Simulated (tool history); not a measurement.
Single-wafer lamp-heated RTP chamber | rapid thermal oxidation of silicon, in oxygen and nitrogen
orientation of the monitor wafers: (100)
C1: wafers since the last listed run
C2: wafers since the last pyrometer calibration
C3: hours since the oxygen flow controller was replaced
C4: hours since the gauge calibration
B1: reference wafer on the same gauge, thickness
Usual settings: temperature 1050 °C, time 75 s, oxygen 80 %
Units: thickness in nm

run 1 hour=0 | temperature=1050 time=75 oxygen=80 | C1=0 C2=365 C3=3803.1 C4=37.4 | B1=8.766 | thickness=8.801
run 2 hour=28.9 | temperature=1050 time=75 oxygen=80 | C1=245 C2=610 C3=3832 C4=66.3 | B1=8.761 | thickness=8.83
run 3 hour=42.3 | temperature=1050 time=75 oxygen=80 | C1=113 C2=724 C3=3845.4 C4=79.7 | B1=8.773 | thickness=8.893
run 4 hour=75.7 | temperature=1050 time=75 oxygen=80 | C1=283 C2=1008 C3=3878.8 C4=113.1 | B1=8.771 | thickness=8.933
run 5 hour=95.2 | temperature=1050 time=75 oxygen=80 | C1=165 C2=1173 C3=3898.3 C4=132.6 | B1=8.764 | thickness=9.022
run 6 hour=124.6 | temperature=1050 time=75 oxygen=91 | C1=249 C2=1423 C3=3927.7 C4=162 | B1=8.758 | thickness=9.469
run 7 hour=160.3 | temperature=1050 time=75 oxygen=91 | C1=302 C2=1726 C3=3963.4 C4=197.7 | B1=8.769 | thickness=9.509
run 8 hour=181.1 | temperature=1050 time=75 oxygen=91 | C1=176 C2=1902 C3=3984.2 C4=218.5 | B1=8.775 | thickness=9.585
run 9 hour=207.7 | temperature=1050 time=62 oxygen=80 | C1=225 C2=2128 C3=4010.8 C4=245.1 | B1=8.77 | thickness=8.401
run 10 hour=237.6 | temperature=1050 time=62 oxygen=80 | C1=253 C2=2382 C3=4040.7 C4=275 | B1=8.772 | thickness=8.394
run 11 hour=255.4 | temperature=1050 time=75 oxygen=80 | C1=151 C2=2533 C3=4058.5 C4=292.8 | B1=8.784 | thickness=9.199
run 12 hour=289.1 | temperature=1050 time=75 oxygen=80 | C1=285 C2=2819 C3=4092.2 C4=326.5 | B1=8.762 | thickness=9.187
run 13 hour=308.2 | temperature=1050 time=75 oxygen=60 | C1=162 C2=2981 C3=4111.3 C4=345.6 | B1=8.768 | thickness=8.378
run 14 hour=330.7 | temperature=1050 time=75 oxygen=80 | C1=190 C2=3172 C3=4133.8 C4=368.1 | B1=8.768 | thickness=9.262
run 15 hour=352.9 | temperature=1050 time=75 oxygen=80 | C1=188 C2=3360 C3=4156 C4=390.3 | B1=8.77 | thickness=9.198
run 16 hour=438.4 | temperature=1050 time=75 oxygen=80 | C1=725 C2=4086 C3=4241.5 C4=475.8 | B1=8.776 | thickness=9.314
run 17 hour=467.7 | temperature=1050 time=48 oxygen=65 | C1=248 C2=4334 C3=4270.8 C4=505.1 | B1=8.766 | thickness=7.108
run 18 hour=488.1 | temperature=1050 time=48 oxygen=65 | C1=173 C2=4507 C3=4291.2 C4=525.5 | B1=8.761 | thickness=7.116
run 19 hour=521.5 | temperature=1050 time=75 oxygen=80 | C1=283 C2=4791 C3=4324.6 C4=558.9 | B1=8.776 | thickness=9.284

Run 20 comes next. What will it give?
run 20 hour=539.1 | temperature=1080 time=107 oxygen=89 | C1=149 C2=4940 C3=4342.2 C4=576.5 | B1=? | thickness=?

B1: 8.764
thickness: 14.01 nm
Without the tool's hidden state the same run would have given thickness 13.102 nm.

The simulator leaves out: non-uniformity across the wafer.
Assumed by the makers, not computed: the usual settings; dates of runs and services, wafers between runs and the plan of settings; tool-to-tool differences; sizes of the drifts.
